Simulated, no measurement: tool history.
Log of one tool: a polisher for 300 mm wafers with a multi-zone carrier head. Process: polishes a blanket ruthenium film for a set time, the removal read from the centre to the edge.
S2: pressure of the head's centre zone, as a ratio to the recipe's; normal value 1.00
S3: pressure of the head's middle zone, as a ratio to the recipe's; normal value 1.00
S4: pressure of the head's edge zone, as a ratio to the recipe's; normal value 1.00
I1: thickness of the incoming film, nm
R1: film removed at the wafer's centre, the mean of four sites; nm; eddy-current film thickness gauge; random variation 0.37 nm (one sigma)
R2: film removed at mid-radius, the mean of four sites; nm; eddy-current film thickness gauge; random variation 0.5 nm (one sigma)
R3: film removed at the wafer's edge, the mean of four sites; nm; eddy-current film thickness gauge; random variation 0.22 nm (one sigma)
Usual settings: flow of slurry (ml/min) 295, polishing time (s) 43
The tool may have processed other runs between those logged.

Run 1, day 0.000: usual settings but S2 1.08, S4 0.92; I1 461.1. Result: R1 38.4 nm, R2 35.6 nm, R3 34.5 nm.
Run 2, day 0.408: usual settings; I1 459.8. Result: R1 35.3 nm, R2 36.5 nm, R3 36.4 nm.
Run 3, day 0.804: usual settings; I1 467.4. Result: R1 35.5 nm, R2 36.4 nm, R3 36.2 nm.
Run 4, day 1.104: usual settings but S2 1.03; I1 468.5. Result: R1 36.2 nm, R2 37.0 nm, R3 35.8 nm.
Run 5, day 1.850: usual settings but S2 1.03; I1 462.0. Result: R1 37.0 nm, R2 36.1 nm, R3 36.2 nm.
Run 6, day 2.696: usual settings but flow of slurry (ml/min) 240; I1 461.3. Result: R1 35.1 nm, R2 35.0 nm, R3 35.2 nm.
Run 7, day 3.175: usual settings but flow of slurry (ml/min) 215, S3 0.93; I1 466.1. Result: R1 33.2 nm, R2 32.2 nm, R3 34.8 nm.
Run 8, day 3.800: usual settings but flow of slurry (ml/min) 215, S3 0.93; I1 454.8. Result: R1 33.7 nm, R2 32.8 nm, R3 34.8 nm.
Run 9, day 4.417: usual settings but S2 0.96; I1 457.1. Result: R1 34.6 nm, R2 36.8 nm, R3 36.3 nm.
Run 10, day 5.167: usual settings; I1 453.5. Result: R1 35.9 nm, R2 36.2 nm, R3 36.0 nm.
Run 11, day 5.904: usual settings but S2 1.08; I1 452.1. Result: R1 38.6 nm, R2 36.8 nm, R3 35.7 nm.
Run 12, day 6.633: usual settings but S3 1.10; I1 460.8. Result: R1 35.6 nm, R2 39.8 nm, R3 35.7 nm.
Run 13, day 7.296: usual settings; I1 459.7. Result: R1 35.4 nm, R2 36.6 nm, R3 36.2 nm.
Run 14, day 7.967: usual settings but S2 0.90, S3 0.92, S4 1.05, polishing time (s) 56; I1 460.6. Result: R1 41.9 nm, R2 44.7 nm, R3 48.2 nm.
Run 15, day 8.562: usual settings; I1 462.6. Result: R1 35.1 nm, R2 36.0 nm, R3 36.2 nm.
Run 16, day 9.104: usual settings but polishing time (s) 28; I1 460.8. Result: R1 23.4 nm, R2 24.1 nm, R3 23.4 nm.

Withheld: 6 entries from between the runs. Position of each, and hidden state at the listed run before versus the listed run after:
Between runs 5 and 6: worn pad replaced by a new one (day 2.675)
  nothing in the hidden state changes from one run to the other
Between runs 8 and 9: centre zone pressure recalibrated (day 3.983)
  nothing in the hidden state changes from one run to the other
Between runs 9 and 10: edge zone pressure recalibrated (day 4.521)
  nothing in the hidden state changes from one run to the other
Between runs 11 and 12: slurry nozzle cleaned (day 6.171)
  nothing in the hidden state changes from one run to the other
Between runs 12 and 13: worn pad replaced by a new one (day 7.150); carrier head's membrane replaced by a new one (day 7.246)
  nothing in the hidden state changes from one run to the other
